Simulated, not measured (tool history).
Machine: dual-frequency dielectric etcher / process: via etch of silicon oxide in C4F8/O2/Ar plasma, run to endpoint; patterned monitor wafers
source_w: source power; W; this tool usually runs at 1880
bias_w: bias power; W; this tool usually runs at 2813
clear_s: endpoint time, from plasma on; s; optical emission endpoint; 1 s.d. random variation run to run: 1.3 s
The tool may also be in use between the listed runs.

run	day	source_w	bias_w	incoming incoming film thickness, nm	clear_s
1	0.000	2240	2813	1271.7	208.1
2	1.200	1880	2813	1268.8	226.0
3	2.362	1880	2813	1262.9	224.4
4	3.854	1880	2813	1266.4	225.6
5	10.058	1880	2813	1266.7	227.4
6	12.771	1880	2813	1264.6	228.3
7	15.292	1880	2813	1261.9	229.1
# day 16.625: upper electrode replaced
8	18.229	1880	2813	1247.9	226.2
# day 18.996: source power generator calibrated
# day 19.633: wet clean of the chamber
9	19.654	1560	3098	1267.9	222.7
10	22.012	2170	2472	1257.1	203.0
11	24.804	1410	3209	1262.7	230.0
# day 25.683: bias power generator calibrated
# day 26.183: wet clean of the chamber, repeated, since the last time left the tool worse
12	28.546	1880	2813	1269.0	223.1
13	31.354	2210	2813	1267.3	206.5
14	32.442	1880	2813	1264.0	224.7
15	33.592	2010	2636	1258.4	220.2

Branching from run 15: 5 alternative next runs. What would each branch give?
A	33.612	1880	2813	1274.8	?
B	33.612	1880	3368	1274.8	?
C	33.612	1480	2813	1274.8	?
D	33.612	1600	3493	1274.8	?
E	33.612	2300	3242	1274.8	?

run	clear_s
A	228.8
B	216.0
C	257.5
D	230.7
E	198.9
Stripped of hidden state, with their random variation kept, the same runs would have yielded:
run	clear_s
A	225.6
B	213.0
C	253.9
D	227.6
E	196.2
